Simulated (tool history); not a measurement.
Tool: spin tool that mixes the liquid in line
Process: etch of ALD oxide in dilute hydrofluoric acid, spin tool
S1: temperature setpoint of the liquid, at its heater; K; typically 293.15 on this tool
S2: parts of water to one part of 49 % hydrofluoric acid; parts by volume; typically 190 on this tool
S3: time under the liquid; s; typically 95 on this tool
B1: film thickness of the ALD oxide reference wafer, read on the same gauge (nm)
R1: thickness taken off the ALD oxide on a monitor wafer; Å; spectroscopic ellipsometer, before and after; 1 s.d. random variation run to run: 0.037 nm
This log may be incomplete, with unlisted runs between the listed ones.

run 1 hour=0 | S1=293.15 S2=120 S3=95 | B1=90.01 | R1=133
run 2 hour=24.3 | S1=293.15 S2=140 S3=95 | B1=89.98 | R1=111.2
run 3 hour=44 | S1=293.15 S2=140 S3=95 | B1=90.02 | R1=112.3
run 4 hour=69.4 | S1=293.15 S2=190 S3=95 | B1=89.97 | R1=77.8
run 5 hour=103.9 | S1=293.15 S2=190 S3=95 | B1=89.99 | R1=78.5
run 6 hour=138.8 | S1=293.15 S2=190 S3=95 | B1=89.96 | R1=78.7
run 7 hour=167.4 | S1=293.15 S2=190 S3=95 | B1=90.01 | R1=78.3
run 8 hour=201.1 | S1=293.15 S2=190 S3=95 | B1=90.01 | R1=79.9
run 9 hour=224.7 | S1=293.15 S2=190 S3=95 | B1=90 | R1=79
run 10 hour=308.5 | S1=293.15 S2=190 S3=95 | B1=90.01 | R1=79.7
run 11 hour=341.4 | S1=293.15 S2=190 S3=95 | B1=89.99 | R1=80.5
run 12 hour=355.6 | S1=293.15 S2=190 S3=95 | B1=89.99 | R1=79.6
-- hour=384.5 hydrofluoric acid flow meter replaced
run 13 hour=385 | S1=294.65 S2=250 S3=145 | B1=90 | R1=92.9
-- hour=417.3 thermometer replaced
run 14 hour=418.5 | S1=291.15 S2=160 S3=115 | B1=89.99 | R1=102
run 15 hour=440.5 | S1=297.65 S2=165 S3=110 | B1=90.01 | R1=122.7
run 16 hour=467.8 | S1=298.15 S2=190 S3=115 | B1=89.97 | R1=110
-- hour=487.5 gauge calibrated
run 17 hour=487.7 | S1=293.15 S2=190 S3=95 | B1=90.01 | R1=75.4
run 18 hour=513.8 | S1=295.65 S2=230 S3=110 | B1=89.98 | R1=76.6
run 19 hour=538.4 | S1=291.15 S2=115 S3=95 | B1=89.97 | R1=124.2
run 20 hour=565.8 | S1=298.15 S2=100 S3=80 | B1=90 | R1=163.9
run 21 hour=589.5 | S1=290.15 S2=190 S3=55 | B1=89.96 | R1=39.3
run 22 hour=622.1 | S1=293.15 S2=190 S3=95 | B1=89.98 | R1=76.6
run 23 hour=677.1 | S1=293.15 S2=190 S3=95 | B1=89.97 | R1=76.7
run 24 hour=708.2 | S1=297.15 S2=190 S3=95 | B1=90.01 | R1=89.5

Branching from run 24: 5 alternative next runs. What would each branch give?
run A hour=708.6 | S1=293.15 S2=190 S3=95 | B1=? | R1=?
run B hour=708.6 | S1=290.15 S2=145 S3=50 | B1=? | R1=?
run C hour=708.6 | S1=295.15 S2=190 S3=135 | B1=? | R1=?
run D hour=708.6 | S1=296.15 S2=135 S3=145 | B1=? | R1=?
run E hour=708.6 | S1=295.65 S2=120 S3=150 | B1=? | R1=?

run=A B1=90 R1=76.6
run=B B1=90 R1=49.1
run=C B1=90 R1=117.5
run=D B1=90 R1=196.1
run=E B1=90 R1=227.8
With the hidden condition removed and each run's random variation left untouched, the same runs would have given:
run=A R1=74.4
run=B R1=47.6
run=C R1=114.2
run=D R1=190.5
run=E R1=221.2
